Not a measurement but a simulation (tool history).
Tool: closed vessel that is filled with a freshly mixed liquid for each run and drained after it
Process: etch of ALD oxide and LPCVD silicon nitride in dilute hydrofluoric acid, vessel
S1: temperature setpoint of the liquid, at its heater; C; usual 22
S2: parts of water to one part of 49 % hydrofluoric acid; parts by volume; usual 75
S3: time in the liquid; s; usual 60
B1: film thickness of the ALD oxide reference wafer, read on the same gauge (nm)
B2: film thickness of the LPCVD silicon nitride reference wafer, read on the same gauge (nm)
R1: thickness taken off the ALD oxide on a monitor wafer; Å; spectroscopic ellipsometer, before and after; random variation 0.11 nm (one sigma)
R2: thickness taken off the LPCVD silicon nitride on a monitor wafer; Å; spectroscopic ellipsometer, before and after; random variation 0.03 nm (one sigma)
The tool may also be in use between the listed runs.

run 1 day=0 | S1=22 S2=95 S3=60 | B1=109.98 B2=139.967 | R1=102.4 R2=3.81
run 2 day=0.371 | S1=19.5 S2=75 S3=30 | B1=110.03 B2=140.031 | R1=59.3 R2=1.99
run 3 day=1.025 | S1=19.5 S2=75 S3=30 | B1=110 B2=139.991 | R1=59.3 R2=1.99
run 4 day=1.279 | S1=22 S2=75 S3=60 | B1=109.99 B2=140.029 | R1=131.3 R2=4.34
run 5 day=2.004 | S1=22 S2=75 S3=60 | B1=109.99 B2=139.996 | R1=133.2 R2=5
run 6 day=2.575 | S1=22 S2=75 S3=60 | B1=110.03 B2=140 | R1=130.2 R2=4.86
run 7 day=3.008 | S1=22 S2=75 S3=60 | B1=110.01 B2=140.018 | R1=132.4 R2=4.47
run 8 day=3.65 | S1=22 S2=75 S3=60 | B1=110.03 B2=139.997 | R1=132.2 R2=4.6
run 9 day=4.167 | S1=22 S2=75 S3=60 | B1=109.99 B2=139.999 | R1=130.8 R2=4.52
run 10 day=4.767 | S1=22 S2=75 S3=60 | B1=110 B2=140.015 | R1=133.1 R2=5.16
run 11 day=5.229 | S1=19 S2=60 S3=75 | B1=110.03 B2=139.993 | R1=187.7 R2=5.56
-- day=5.6 gauge calibrated
-- day=6.054 thermometer replaced
run 12 day=6.517 | S1=22 S2=75 S3=60 | B1=110.01 B2=139.975 | R1=121.5 R2=3.86
run 13 day=7.138 | S1=19 S2=90 S3=60 | B1=110.01 B2=140.049 | R1=87.7 R2=2.59
run 14 day=7.658 | S1=22 S2=75 S3=60 | B1=110.03 B2=140.028 | R1=123.2 R2=3.88
run 15 day=7.925 | S1=17.5 S2=60 S3=45 | B1=110 B2=140.018 | R1=96.2 R2=2.82
run 16 day=8.358 | S1=22 S2=95 S3=60 | B1=109.99 B2=140.005 | R1=94.3 R2=3.48
run 17 day=8.679 | S1=22 S2=75 S3=60 | B1=110.03 B2=140.01 | R1=123.6 R2=4.43
-- day=8.779 hydrofluoric acid flow meter replaced
run 18 day=9.117 | S1=24.5 S2=95 S3=35 | B1=109.99 B2=139.99 | R1=61.5 R2=2.44
run 19 day=9.433 | S1=22 S2=55 S3=60 | B1=109.96 B2=140.023 | R1=176 R2=5.32
run 20 day=10.129 | S1=22 S2=60 S3=60 | B1=109.99 B2=139.998 | R1=158.8 R2=5.21
run 21 day=10.8 | S1=22 S2=75 S3=60 | B1=109.98 B2=140.001 | R1=124.2 R2=4.43
run 22 day=12.592 | S1=19 S2=45 S3=60 | B1=110 B2=140.03 | R1=191.6 R2=5.04
run 23 day=13.025 | S1=18 S2=35 S3=60 | B1=110.01 B2=139.978 | R1=239.1 R2=7.1
run 24 day=13.279 | S1=26 S2=75 S3=60 | B1=110.01 B2=139.979 | R1=148.8 R2=5.28
run 25 day=13.783 | S1=22 S2=110 S3=45 | B1=110 B2=139.996 | R1=61.4 R2=2.14

Measured less the same run without the tool's hidden state. The same run-to-run variation is in both; the gauge's scatter may not be:
The hidden state here: liquid hotter than its thermometer reads (K); hydrofluoric acid flow above the setpoint (%); gauge reads high (%).
run=1 R1=+6.3 R2=+0.38
run=2 R1=+3.9 R2=+0.21
run=3 R1=+4 R2=+0.22
run=4 R1=+8.8 R2=+0.47
run=5 R1=+9.2 R2=+0.56
run=6 R1=+9.3 R2=+0.55
run=7 R1=+9.6 R2=+0.52
run=8 R1=+9.8 R2=+0.56
run=9 R1=+10 R2=+0.56
run=10 R1=+10.4 R2=+0.64
run=11 R1=+15.4 R2=+0.73
run=12 R1=+0.4 R2=+0.02
run=13 R1=+0.4 R2=+0.02
run=14 R1=+0.8 R2=+0.04
run=15 R1=+0.7 R2=+0.03
run=16 R1=+0.9 R2=+0.06
run=17 R1=+1.3 R2=+0.07
run=18 R1=+0.7 R2=+0.05
run=19 R1=+2.4 R2=+0.12
run=20 R1=+2.5 R2=+0.14
run=21 R1=+2.3 R2=+0.13
run=22 R1=+4.8 R2=+0.21
run=23 R1=+6.5 R2=+0.31
run=24 R1=+3.9 R2=+0.23
run=25 R1=+1.7 R2=+0.1

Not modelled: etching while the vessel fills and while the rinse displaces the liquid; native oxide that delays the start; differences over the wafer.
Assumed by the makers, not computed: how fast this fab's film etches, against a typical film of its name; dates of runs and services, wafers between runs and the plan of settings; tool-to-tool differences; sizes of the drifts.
